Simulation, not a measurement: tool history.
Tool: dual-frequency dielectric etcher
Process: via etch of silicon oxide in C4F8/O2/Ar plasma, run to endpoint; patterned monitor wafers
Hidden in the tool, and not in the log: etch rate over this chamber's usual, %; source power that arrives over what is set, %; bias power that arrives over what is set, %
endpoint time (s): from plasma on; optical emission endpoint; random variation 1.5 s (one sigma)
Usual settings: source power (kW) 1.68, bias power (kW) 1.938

run,hour,source power (kW),bias power (kW),wafers since the last listed run,hours since the last wet clean,hours since the last source power generator calibration,hours since the last bias power generator calibration,hours since the last upper electrode change,"incoming incoming film thickness, nm",endpoint time (s)
1,0,1.79,1.938,0,414.1,3545.1,2200.5,4305.4,2256.1,495.4
2,49.5,1.79,1.938,194,463.6,3594.6,2250,4354.9,2250.2,491.2
# hour 132.7: wet clean of the chamber
3,133.2,1.68,1.938,234,0.5,3678.3,2333.7,4438.6,2230.3,508.8
4,160.2,1.68,1.938,106,27.5,3705.3,2360.7,4465.6,2246.1,510.4
5,228,1.68,1.938,266,95.3,3773.1,2428.5,4533.4,2250.8,511.4
6,278.3,1.68,1.938,197,145.6,3823.4,2478.8,4583.7,2237.1,503.7
7,339.6,1.68,1.938,241,206.9,3884.7,2540.1,4645,2241.6,505.5
8,384.9,1.68,1.938,178,252.2,3930,2585.4,4690.3,2251.8,505.6
9,468.2,1.59,1.938,327,335.5,4013.3,2668.7,4773.6,2246.6,511.9
10,558.5,1.68,1.938,355,425.8,4103.6,2759,4863.9,2231.6,496.8
# hour 635.3: wet clean of the chamber
11,635.8,1.98,1.483,209,0.5,4180.9,2836.3,4941.2,2219.1,510.3
12,664.6,1.91,2.122,113,29.3,4209.7,2865.1,4970,2222.4,471
# hour 747.3: source power generator calibrated
13,751.5,1.52,1.513,326,116.2,4.2,2952,5056.9,2226.3,561.3
14,804.4,1.68,1.938,208,169.1,57.1,3004.9,5109.8,2236.8,507.6
15,874.9,1.68,1.938,277,239.6,127.6,3075.4,5180.3,2261.7,508.2
# hour 931.3: bias power generator calibrated
# hour 991.5: upper electrode replaced
16,992,1.84,2.284,350,356.7,244.7,60.7,0.5,2231.4,459
17,1040.5,1.54,2.156,190,405.2,293.2,109.2,49,2262.9,506.3
# hour 1103.9: wet clean of the chamber
18,1145.9,1.41,1.706,320,42,398.6,214.6,154.4,2230.5,561.2
19,1234,1.68,1.938,346,130.1,486.7,302.7,242.5,2226.7,504.5
20,1334.7,1.9,2.211,396,230.8,587.4,403.4,343.2,2238.2,465

The tool's hidden state at each run:
source power that arrives over what is set, %: 0 in every run
bias power that arrives over what is set, %: 0 in every run
H1: etch rate over this chamber's usual, %
run,H1
1,1.82
2,2.07
3,0.547
4,0.681
5,1.02
6,1.27
7,1.57
8,1.79
9,2.21
10,2.65
11,0.0904
12,0.233
13,0.664
14,0.926
15,1.27
16,1.85
17,2.1
18,0.396
19,0.832
20,1.33
